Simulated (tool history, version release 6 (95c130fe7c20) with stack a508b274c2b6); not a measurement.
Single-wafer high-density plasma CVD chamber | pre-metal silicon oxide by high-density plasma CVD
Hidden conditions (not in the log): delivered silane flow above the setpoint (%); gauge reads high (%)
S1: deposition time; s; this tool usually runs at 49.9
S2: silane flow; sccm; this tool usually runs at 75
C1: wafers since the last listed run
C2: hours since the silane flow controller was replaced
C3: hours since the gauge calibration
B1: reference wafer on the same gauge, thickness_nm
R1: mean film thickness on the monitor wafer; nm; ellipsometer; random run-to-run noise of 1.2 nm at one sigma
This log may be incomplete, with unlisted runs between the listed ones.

run	hour	S1	S2	C1	C2	C3	B1	R1
1	0.0	49.9	75	0	3177.7	508.2	403.215	380.134
2	50.8	49.9	75	966	3228.5	559.0	402.925	380.589
3	116.5	49.9	75	1249	3294.2	624.7	402.856	379.487
4	210.1	49.9	75	1780	3387.8	718.3	402.879	379.885
5	274.8	47.1	75	1230	3452.5	783.0	403.155	358.243
6	337.3	47.1	75	1189	3515.0	845.5	402.712	358.597
7	426.1	47.1	75	1689	3603.8	934.3	402.827	357.319
8	491.8	44.3	84	1249	3669.5	1000.0	403.049	365.577
9	534.7	42.0	67	816	3712.4	1042.9	402.781	294.005
10	636.0	40.9	75	1927	3813.7	1144.2	402.560	310.569
# hour 674.1: gauge calibrated
# hour 721.6: silane flow controller replaced
11	723.6	57.7	82	1514	2.0	49.5	402.513	453.955
12	791.5	47.1	75	1291	69.9	117.4	402.870	347.474
# hour 1035.6: silane flow controller replaced, repeated, since the last time left the tool worse
13	1098.1	57.6	81	5680	62.5	424.0	403.064	473.661
14	1167.1	41.1	87	1312	131.5	493.0	402.880	357.014
15	1243.8	57.6	81	1459	208.2	569.7	403.155	473.997
16	1322.6	49.9	75	1499	287.0	648.5	403.028	388.704
17	1392.2	59.8	66	1324	356.6	718.1	403.341	423.709

How would selected steps in R1 from run to run divide? Give the signed amount a tool lacking its hidden state would still show from settings, what came in and random variation, and the signed amount left for the hidden state, including any gauge scatter that is not in both of the compared results.
Run 10 -> 11: S1 40.9 -> 57.7, S2 75 -> 82, gauge calibrated, silane flow controller replaced. R1 +143.386 nm: hidden state -16.763, all else +160.149.
Run 12 -> 13: S1 47.1 -> 57.6, S2 75 -> 81, silane flow controller replaced, repeated, since the last time left the tool worse. R1 +126.187 nm: hidden state +18.275, all else +107.912.

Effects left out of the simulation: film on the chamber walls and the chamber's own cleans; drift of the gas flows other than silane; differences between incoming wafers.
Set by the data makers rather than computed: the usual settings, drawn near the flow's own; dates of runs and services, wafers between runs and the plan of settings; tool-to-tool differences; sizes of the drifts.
